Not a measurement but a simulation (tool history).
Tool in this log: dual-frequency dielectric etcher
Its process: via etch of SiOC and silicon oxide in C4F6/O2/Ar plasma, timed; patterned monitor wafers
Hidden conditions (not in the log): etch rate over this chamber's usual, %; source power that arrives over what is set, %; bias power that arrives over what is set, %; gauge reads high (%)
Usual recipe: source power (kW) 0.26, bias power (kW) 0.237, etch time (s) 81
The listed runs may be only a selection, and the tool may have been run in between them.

run	hour	source power (kW)	bias power (kW)	etch time (s)	wafers since the last listed run	hours since the last wet clean	hours since the last source power generator calibration	hours since the last bias power generator calibration	hours since the last upper electrode change	hours since the gauge calibration	read-back reference wafer on the same gauge, depth_nm	mean etch depth across the wafer (angstrom)
1	0	0.26	0.237	81	0	349	4018.5	3569.4	3699.3	292.8	74.5	755
2	11.3	0.26	0.237	81	146	360.3	4029.8	3580.7	3710.6	304.1	74.5	755
3	18.5	0.26	0.237	81	93	367.5	4037	3587.9	3717.8	311.3	74.5	753
4	25.5	0.26	0.237	81	90	374.5	4044	3594.9	3724.8	318.3	74.6	752
5	34.2	0.26	0.237	81	112	383.2	4052.7	3603.6	3733.5	327	74.5	753
6	48.3	0.26	0.237	81	182	397.3	4066.8	3617.7	3747.6	341.1	74.5	753
7	58.1	0.26	0.237	96.5	126	407.1	4076.6	3627.5	3757.4	350.9	74.5	895
8	91.8	0.26	0.237	96.5	435	440.8	4110.3	3661.2	3791.1	384.6	74.5	897
9	106.4	0.26	0.237	96.5	188	455.4	4124.9	3675.8	3805.7	399.2	74.5	895
# hour 111.3: gauge calibrated
10	117.3	0.26	0.237	81	140	466.3	4135.8	3686.7	3816.6	6	74.5	750
11	134.3	0.26	0.237	81	219	483.3	4152.8	3703.7	3833.6	23	74.5	749
12	141.3	0.26	0.237	81	90	490.3	4159.8	3710.7	3840.6	30	74.5	750
13	159.2	0.29	0.237	90	231	508.2	4177.7	3728.6	3858.5	47.9	74.5	854
14	167.2	0.26	0.237	81	103	516.2	4185.7	3736.6	3866.5	55.9	74.5	748
# hour 180.3: source power generator calibrated
# hour 194.9: wet clean of the chamber
15	195.4	0.2	0.237	95.5	124	0.5	15.1	3764.8	3894.7	84.1	74.5	855
16	195.7	0.26	0.237	67.5	3	0.8	15.4	3765.1	3895	84.4	74.5	638
17	196.1	0.26	0.287	58	5	1.2	15.8	3765.5	3895.4	84.8	74.5	572
18	209.5	0.21	0.237	71.5	173	14.6	29.2	3778.9	3908.8	98.2	74.5	646
# hour 233.8: upper electrode replaced
19	234.3	0.26	0.253	72	10	39.4	54	3803.7	0.5	123	74.5	692
# hour 242.2: bias power generator calibrated
20	242.7	0.21	0.283	74.5	56	47.8	62.4	0.5	8.9	131.4	74.5	700
21	246.2	0.24	0.237	95	45	51.3	65.9	4	12.4	134.9	74.5	882
22	255.4	0.26	0.188	69.5	118	60.5	75.1	13.2	21.6	144.1	74.5	626
23	264.6	0.26	0.217	92.5	118	69.7	84.3	22.4	30.8	153.3	74.5	858
24	275.9	0.28	0.258	99.5	146	81	95.6	33.7	42.1	164.6	74.4	971
25	287.9	0.2	0.197	81	155	93	107.6	45.7	54.1	176.6	74.5	695
26	298.6	0.24	0.29	88	138	103.7	118.3	56.4	64.8	187.3	74.6	851
27	305.1	0.26	0.237	81	84	110.2	124.8	62.9	71.3	193.8	74.5	765
28	313.1	0.26	0.217	92.5	103	118.2	132.8	70.9	79.3	201.8	74.5	856
29	322.4	0.28	0.237	81	120	127.5	142.1	80.2	88.6	211.1	74.5	776

Alternative continuations, all from the tool just after run 29; predict every row:
A	322.8	0.26	0.237	81	5	127.9	142.5	80.6	89	211.5	?	?
B	322.8	0.24	0.237	81	5	127.9	142.5	80.6	89	211.5	?	?
C	322.8	0.32	0.21	81	5	127.9	142.5	80.6	89	211.5	?	?
D	322.8	0.21	0.205	81	5	127.9	142.5	80.6	89	211.5	?	?
E	322.8	0.22	0.237	96.5	5	127.9	142.5	80.6	89	211.5	?	?

run	read-back reference wafer on the same gauge, depth_nm	mean etch depth across the wafer (angstrom)
A	74.5	764
B	74.5	750
C	74.5	783
D	74.5	708
E	74.5	877
With no hidden state in the tool, these same runs would have given:
run	mean etch depth across the wafer (angstrom)
A	768
B	755
C	788
D	712
E	883
